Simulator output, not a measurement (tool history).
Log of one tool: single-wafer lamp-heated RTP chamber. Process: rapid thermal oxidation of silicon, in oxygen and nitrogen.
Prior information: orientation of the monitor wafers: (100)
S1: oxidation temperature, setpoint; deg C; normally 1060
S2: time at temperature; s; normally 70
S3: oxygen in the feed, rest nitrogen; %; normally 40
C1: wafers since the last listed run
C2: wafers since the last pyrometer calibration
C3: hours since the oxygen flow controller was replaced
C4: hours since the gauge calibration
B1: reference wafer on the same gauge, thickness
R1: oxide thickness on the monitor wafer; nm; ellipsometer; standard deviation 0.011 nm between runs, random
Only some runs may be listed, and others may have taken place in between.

run     day    S1  S2  S3   C1    C2      C3      C4     B1     R1
  1       0  1060  70  40    0  1017  5248.7   877.7  7.535  7.328
  2   1.075  1060  70  40  165  1182  5274.5   903.5  7.529  7.359
  3   3.475  1060  88  40  368  1551  5332.1   961.1  7.532  8.117
  4   5.546  1060  88  40  318  1870  5381.8  1010.8  7.529   8.14
  5   6.733  1060  88  40  182  2052  5410.3  1039.3  7.527  8.134
      7.817  -- pyrometer window cleaned and pyrometer calibrated
  6   9.071  1060  70  40  308   192  5466.4  1095.4  7.531  7.314
  7  14.938  1060  70  40  901  1094  5607.2  1236.2   7.53  7.331
  8  19.421  1060  70  40  689  1783  5714.8  1343.8   7.53  7.356
     21.042  -- oxygen flow controller replaced
     22.392  -- pyrometer window cleaned and pyrometer calibrated
  9  22.412  1060  70  40  357     3    32.9  1415.6  7.526  7.316
 10    25.3  1060  70  40  443   447   102.2  1484.9  7.529  7.349
     26.304  -- gauge calibrated
 11  27.454  1060  70  62  331   778   153.9    27.6  7.531  8.595
 12  28.867  1052  70  22  217   995   187.8    61.5  7.531  5.653
 13  29.967  1060  70  40  169  1164   214.2    87.9  7.529  7.352
 14  32.208  1047  88  63  344  1509     268   141.7  7.531  8.763
 15  33.858  1060  88  40  253  1762   307.6   181.3   7.53  8.138
 16   35.05  1089  41  23  183  1946   336.2   209.9  7.529  5.808
 17  36.842  1060  70  57  275  2221   379.2   252.9  7.529  8.364
 18  38.262  1060  70  40  218  2439   413.3     287  7.529   7.37
     39.129  -- pyrometer window cleaned and pyrometer calibrated
 19  41.233  1060  44  40  405   323   484.6   358.3  7.534  5.986

What does the tool deliver on the next run?
 20  42.575  1060  70  40  206  529  516.8  390.5   ?   ?

{"run 20": {"B1": 7.533, "R1": 7.335}}
The same run, on a tool lacking any hidden state, would have yielded R1 7.319 nm.
